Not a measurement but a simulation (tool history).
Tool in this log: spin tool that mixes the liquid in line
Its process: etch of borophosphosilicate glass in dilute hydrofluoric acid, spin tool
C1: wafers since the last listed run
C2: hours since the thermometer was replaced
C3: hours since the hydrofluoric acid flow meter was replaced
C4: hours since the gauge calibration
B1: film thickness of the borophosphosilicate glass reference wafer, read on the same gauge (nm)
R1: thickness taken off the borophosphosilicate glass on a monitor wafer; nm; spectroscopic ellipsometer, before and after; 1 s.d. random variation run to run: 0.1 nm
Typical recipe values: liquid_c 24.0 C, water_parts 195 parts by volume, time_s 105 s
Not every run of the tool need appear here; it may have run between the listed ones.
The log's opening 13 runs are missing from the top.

Run 14, hour 1045.1: usual settings but time_s 150 s; C1 529; C2 491.9; C3 1808.9; C4 2573.5; B1 40.01. Result: R1 39.89 nm.
Run 15, hour 1082.3: usual settings; C1 227; C2 529.1; C3 1846.1; C4 2610.7; B1 39.98. Result: R1 27.63 nm.
Run 16, hour 1159.9: usual settings but water_parts 255 parts by volume; C1 474; C2 606.7; C3 1923.7; C4 2688.3; B1 39.99. Result: R1 19.95 nm.
Run 17, hour 1241.1: usual settings but liquid_c 20.0 C, water_parts 275 parts by volume, time_s 140 s; C1 496; C2 687.9; C3 2004.9; C4 2769.5; B1 39.99. Result: R1 20.88 nm.
At hour 1271.5: gauge calibrated.
Run 18, hour 1279.9: usual settings; C1 237; C2 726.7; C3 2043.7; C4 8.4; B1 40.01. Result: R1 28.10 nm.
Run 19, hour 1326.5: usual settings but liquid_c 28.5 C; C1 284; C2 773.3; C3 2090.3; C4 55.0; B1 40.01. Result: R1 33.16 nm.
Run 20, hour 1417.8: usual settings; C1 558; C2 864.6; C3 2181.6; C4 146.3; B1 40.02. Result: R1 28.20 nm.
Run 21, hour 1467.1: usual settings but water_parts 275 parts by volume; C1 301; C2 913.9; C3 2230.9; C4 195.6; B1 39.96. Result: R1 18.32 nm.
Run 22, hour 1517.7: usual settings; C1 309; C2 964.5; C3 2281.5; C4 246.2; B1 40.03. Result: R1 28.18 nm.
Run 23, hour 1562.4: usual settings; C1 273; C2 1009.2; C3 2326.2; C4 290.9; B1 40.00. Result: R1 28.33 nm.
Run 24, hour 1653.7: usual settings but water_parts 255 parts by volume; C1 558; C2 1100.5; C3 2417.5; C4 382.2; B1 40.03. Result: R1 20.35 nm.
At hour 1671.2: thermometer replaced.
At hour 1701.8: hydrofluoric acid flow meter replaced.
Run 25, hour 1735.3: usual settings but water_parts 160 parts by volume; C1 486; C2 64.1; C3 33.5; C4 463.8; B1 40.00. Result: R1 33.84 nm.
Run 26, hour 1814.2: usual settings but liquid_c 28.0 C, water_parts 245 parts by volume, time_s 55 s; C1 482; C2 143.0; C3 112.4; C4 542.7; B1 39.99. Result: R1 12.25 nm.
Run 27, hour 1856.1: usual settings; C1 256; C2 184.9; C3 154.3; C4 584.6; B1 40.00. Result: R1 26.77 nm.
Run 28, hour 1956.9: usual settings but liquid_c 26.0 C, time_s 150 s; C1 616; C2 285.7; C3 255.1; C4 685.4; B1 40.01. Result: R1 41.24 nm.
Run 29, hour 2188.2: usual settings but time_s 50 s; C1 1413; C2 517.0; C3 486.4; C4 916.7; B1 39.98. Result: R1 12.89 nm.
Run 30, hour 2283.8: usual settings but liquid_c 22.5 C, water_parts 170 parts by volume, time_s 80 s; C1 584; C2 612.6; C3 582.0; C4 1012.3; B1 39.98. Result: R1 22.97 nm.
Run 31, hour 2323.3: usual settings but liquid_c 26.0 C, water_parts 265 parts by volume, time_s 140 s; C1 241; C2 652.1; C3 621.5; C4 1051.8; B1 39.98. Result: R1 26.90 nm.

Branching from run 31: 3 alternative next runs. What would each branch give?
Run A, hour 2323.7: usual settings; C1 2; C2 652.5; C3 621.9; C4 1052.2; B1 ?. Result: R1 ?.
Run B, hour 2323.7: usual settings but liquid_c 27.5 C, water_parts 230 parts by volume, time_s 145 s; C1 2; C2 652.5; C3 621.9; C4 1052.2; B1 ?. Result: R1 ?.
Run C, hour 2323.7: usual settings but liquid_c 28.5 C, water_parts 120 parts by volume; C1 2; C2 652.5; C3 621.9; C4 1052.2; B1 ?. Result: R1 ?.

run     B1     R1
  A  40.03  27.35
  B  40.03  34.92
  C  40.03  57.46
With no hidden state in the tool, these same runs would have given:
run     R1
  A  26.70
  B  34.11
  C  56.10
